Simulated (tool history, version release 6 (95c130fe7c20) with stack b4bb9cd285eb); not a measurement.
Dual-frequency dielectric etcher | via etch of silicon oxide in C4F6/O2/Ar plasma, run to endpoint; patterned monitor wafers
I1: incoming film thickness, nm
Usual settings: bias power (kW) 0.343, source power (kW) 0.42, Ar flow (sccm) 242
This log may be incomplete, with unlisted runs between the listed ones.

Run 1, hour 0: usual settings; I1 188.2. Result: endpoint time (s) 46.1.
Run 2, hour 16.8: usual settings; I1 188. Result: endpoint time (s) 46.4.
Run 3, hour 30.4: usual settings but source power (kW) 0.34, Ar flow (sccm) 271; I1 189.1. Result: endpoint time (s) 50.3.
Run 4, hour 76.3: usual settings but source power (kW) 0.34, Ar flow (sccm) 271; I1 189.4. Result: endpoint time (s) 50.5.
Run 5, hour 92.1: usual settings; I1 189. Result: endpoint time (s) 46.3.
Run 6, hour 109.7: usual settings; I1 186.5. Result: endpoint time (s) 45.5.
Run 7, hour 126.3: usual settings; I1 188.8. Result: endpoint time (s) 46.7.
Run 8, hour 142.8: usual settings but bias power (kW) 0.32, source power (kW) 0.47; I1 188.2. Result: endpoint time (s) 46.4.
At hour 172.9: wet clean of the chamber.
Run 9, hour 173.4: usual settings but bias power (kW) 0.32, source power (kW) 0.47; I1 189. Result: endpoint time (s) 47.3.
Run 10, hour 173.7: usual settings but bias power (kW) 0.32, source power (kW) 0.47; I1 187.8. Result: endpoint time (s) 46.1.
Run 11, hour 179.2: usual settings; I1 187.9. Result: endpoint time (s) 46.2.
At hour 193: bias power generator calibrated.
Run 12, hour 194.2: usual settings; I1 187.5. Result: endpoint time (s) 46.3.
Run 13, hour 206.7: usual settings but bias power (kW) 0.394, source power (kW) 0.45, Ar flow (sccm) 284; I1 189.1. Result: endpoint time (s) 43.
Run 14, hour 222.5: usual settings but bias power (kW) 0.272; I1 187.3. Result: endpoint time (s) 52.7.
Run 15, hour 234.4: usual settings; I1 188.4. Result: endpoint time (s) 46.6.
Run 16, hour 241.4: usual settings but bias power (kW) 0.423, source power (kW) 0.45, Ar flow (sccm) 274; I1 188. Result: endpoint time (s) 41.6.
Run 17, hour 258.9: usual settings; I1 189.9. Result: endpoint time (s) 47.1.
Run 18, hour 270.8: usual settings; I1 187.5. Result: endpoint time (s) 46.
Run 19, hour 286.7: usual settings; I1 188.9. Result: endpoint time (s) 46.7.
At hour 332.8: source power generator calibrated.
At hour 339.6: upper electrode replaced.
Run 20, hour 340.5: usual settings; I1 188.4. Result: endpoint time (s) 46.4.
Run 21, hour 354: usual settings but source power (kW) 0.34; I1 189. Result: endpoint time (s) 49.1.
At hour 369.2: Ar flow controller replaced.
Run 22, hour 371.9: usual settings but bias power (kW) 0.38, source power (kW) 0.48, Ar flow (sccm) 264; I1 187.3. Result: endpoint time (s) 42.4.
Run 23, hour 385.7: usual settings but bias power (kW) 0.301; I1 187. Result: endpoint time (s) 49.7.
Run 24, hour 402.7: usual settings but bias power (kW) 0.299, source power (kW) 0.36, Ar flow (sccm) 211; I1 187.4. Result: endpoint time (s) 51.3.
Run 25, hour 445.3: usual settings but bias power (kW) 0.313, source power (kW) 0.37, Ar flow (sccm) 191; I1 187.3. Result: endpoint time (s) 49.6.
Run 26, hour 463.3: usual settings but source power (kW) 0.39, Ar flow (sccm) 209; I1 188.6. Result: endpoint time (s) 46.6.
Run 27, hour 479.8: usual settings; I1 189.5. Result: endpoint time (s) 46.
Run 28, hour 488.4: usual settings but bias power (kW) 0.37, source power (kW) 0.35; I1 187. Result: endpoint time (s) 46.6.
Run 29, hour 500: usual settings; I1 187. Result: endpoint time (s) 46.

Branching from run 29: 4 alternative next runs. What would each branch give?
Run A, hour 500.4: usual settings; I1 187.1. Result: endpoint time (s) ?.
Run B, hour 500.4: usual settings but source power (kW) 0.34, Ar flow (sccm) 209; I1 187.1. Result: endpoint time (s) ?.
Run C, hour 500.4: usual settings but source power (kW) 0.47; I1 187.1. Result: endpoint time (s) ?.
Run D, hour 500.4: usual settings but source power (kW) 0.51; I1 187.1. Result: endpoint time (s) ?.

run  endpoint time (s)
  A               46.2
  B               48.4
  C               44.7
  D               43.6
Without the tool's hidden state the same runs would have given:
run  endpoint time (s)
  A               46.2
  B               48.4
  C               44.7
  D               43.6
